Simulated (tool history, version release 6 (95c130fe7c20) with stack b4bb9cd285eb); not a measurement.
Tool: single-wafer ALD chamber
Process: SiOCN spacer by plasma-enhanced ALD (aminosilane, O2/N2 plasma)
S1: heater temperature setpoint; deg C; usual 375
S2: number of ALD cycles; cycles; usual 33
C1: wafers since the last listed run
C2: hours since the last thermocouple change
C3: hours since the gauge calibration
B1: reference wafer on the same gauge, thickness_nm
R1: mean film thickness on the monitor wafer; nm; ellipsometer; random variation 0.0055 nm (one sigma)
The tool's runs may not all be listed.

run 1 hour=0.0 | S1=375 S2=33 | C1=0 C2=889.5 C3=680.5 | B1=1.803 | R1=2.247
run 2 hour=58.4 | S1=375 S2=33 | C1=263 C2=947.9 C3=738.9 | B1=1.804 | R1=2.255
-- hour=128.0 thermocouple changed; heater temperature recalibrated
run 3 hour=128.5 | S1=375 S2=33 | C1=279 C2=0.5 C3=809.0 | B1=1.804 | R1=2.249
run 4 hour=197.0 | S1=375 S2=33 | C1=308 C2=69.0 C3=877.5 | B1=1.806 | R1=2.255
-- hour=210.8 gauge calibrated
run 5 hour=222.0 | S1=375 S2=33 | C1=112 C2=94.0 C3=11.2 | B1=1.765 | R1=2.197
run 6 hour=278.4 | S1=375 S2=33 | C1=254 C2=150.4 C3=67.6 | B1=1.772 | R1=2.217
run 7 hour=308.8 | S1=375 S2=33 | C1=137 C2=180.8 C3=98.0 | B1=1.774 | R1=2.218
run 8 hour=346.0 | S1=375 S2=33 | C1=167 C2=218.0 C3=135.2 | B1=1.779 | R1=2.220
run 9 hour=415.5 | S1=375 S2=28 | C1=313 C2=287.5 C3=204.7 | B1=1.782 | R1=1.890
run 10 hour=467.0 | S1=375 S2=33 | C1=232 C2=339.0 C3=256.2 | B1=1.786 | R1=2.227
run 11 hour=537.8 | S1=375 S2=33 | C1=319 C2=409.8 C3=327.0 | B1=1.788 | R1=2.231
run 12 hour=584.3 | S1=375 S2=33 | C1=209 C2=456.3 C3=373.5 | B1=1.790 | R1=2.233
run 13 hour=652.8 | S1=381 S2=33 | C1=308 C2=524.8 C3=442.0 | B1=1.794 | R1=2.241
run 14 hour=695.3 | S1=381 S2=33 | C1=191 C2=567.3 C3=484.5 | B1=1.794 | R1=2.237
run 15 hour=736.3 | S1=381 S2=33 | C1=184 C2=608.3 C3=525.5 | B1=1.795 | R1=2.238
run 16 hour=765.7 | S1=375 S2=33 | C1=132 C2=637.7 C3=554.9 | B1=1.796 | R1=2.230
run 17 hour=800.1 | S1=364 S2=37 | C1=155 C2=672.1 C3=589.3 | B1=1.797 | R1=2.517
run 18 hour=852.0 | S1=369 S2=33 | C1=233 C2=724.0 C3=641.2 | B1=1.797 | R1=2.244
run 19 hour=906.6 | S1=375 S2=33 | C1=246 C2=778.6 C3=695.8 | B1=1.799 | R1=2.242
run 20 hour=950.5 | S1=389 S2=33 | C1=197 C2=822.5 C3=739.7 | B1=1.798 | R1=2.248
run 21 hour=997.4 | S1=375 S2=37 | C1=211 C2=869.4 C3=786.6 | B1=1.799 | R1=2.520
run 22 hour=1067.6 | S1=375 S2=33 | C1=316 C2=939.6 C3=856.8 | B1=1.800 | R1=2.241
-- hour=1083.3 gauge calibrated
run 23 hour=1132.5 | S1=379 S2=35 | C1=292 C2=1004.5 C3=49.2 | B1=1.781 | R1=2.354
run 24 hour=1176.8 | S1=375 S2=33 | C1=199 C2=1048.8 C3=93.5 | B1=1.784 | R1=2.222
run 25 hour=1218.4 | S1=386 S2=31 | C1=187 C2=1090.4 C3=135.1 | B1=1.789 | R1=2.089
-- hour=1248.1 thermocouple changed; heater temperature recalibrated
run 26 hour=1258.4 | S1=382 S2=38 | C1=144 C2=10.3 C3=175.1 | B1=1.791 | R1=2.574
run 27 hour=1315.6 | S1=384 S2=38 | C1=257 C2=67.5 C3=232.3 | B1=1.796 | R1=2.585
run 28 hour=1376.2 | S1=365 S2=27 | C1=273 C2=128.1 C3=292.9 | B1=1.799 | R1=1.841
run 29 hour=1441.3 | S1=375 S2=27 | C1=293 C2=193.2 C3=358.0 | B1=1.800 | R1=1.836
run 30 hour=1475.0 | S1=365 S2=33 | C1=151 C2=226.9 C3=391.7 | B1=1.803 | R1=2.259
run 31 hour=1526.2 | S1=362 S2=31 | C1=230 C2=278.1 C3=442.9 | B1=1.803 | R1=2.118
run 32 hour=1592.8 | S1=388 S2=28 | C1=300 C2=344.7 C3=509.5 | B1=1.805 | R1=1.906
run 33 hour=1618.0 | S1=387 S2=28 | C1=113 C2=369.9 C3=534.7 | B1=1.806 | R1=1.911
run 34 hour=1653.4 | S1=362 S2=37 | C1=159 C2=405.3 C3=570.1 | B1=1.807 | R1=2.529
run 35 hour=1695.7 | S1=375 S2=39 | C1=190 C2=447.6 C3=612.4 | B1=1.808 | R1=2.657

Hidden state at the last listed run before each entry between runs and at the first one after, where it differs:
Between runs 2 and 3: thermocouple changed; heater temperature recalibrated (hour 128.0)
  gauge reads high (%): 1.92 -> 1.96
  measured less the result without the state, R1: +0.043 -> +0.043 nm
Between runs 4 and 5: gauge calibrated (hour 210.8)
  gauge reads high (%): 1.99 -> -0.291
  measured less the result without the state, R1: +0.044 -> -0.006 nm
Between runs 22 and 23: gauge calibrated (hour 1083.3)
  gauge reads high (%): 1.68 -> 0.569
  measured less the result without the state, R1: +0.037 -> +0.014 nm
Between runs 25 and 26: thermocouple changed; heater temperature recalibrated (hour 1248.1)
  gauge reads high (%): 1.04 -> 1.21
  measured less the result without the state, R1: +0.022 -> +0.031 nm
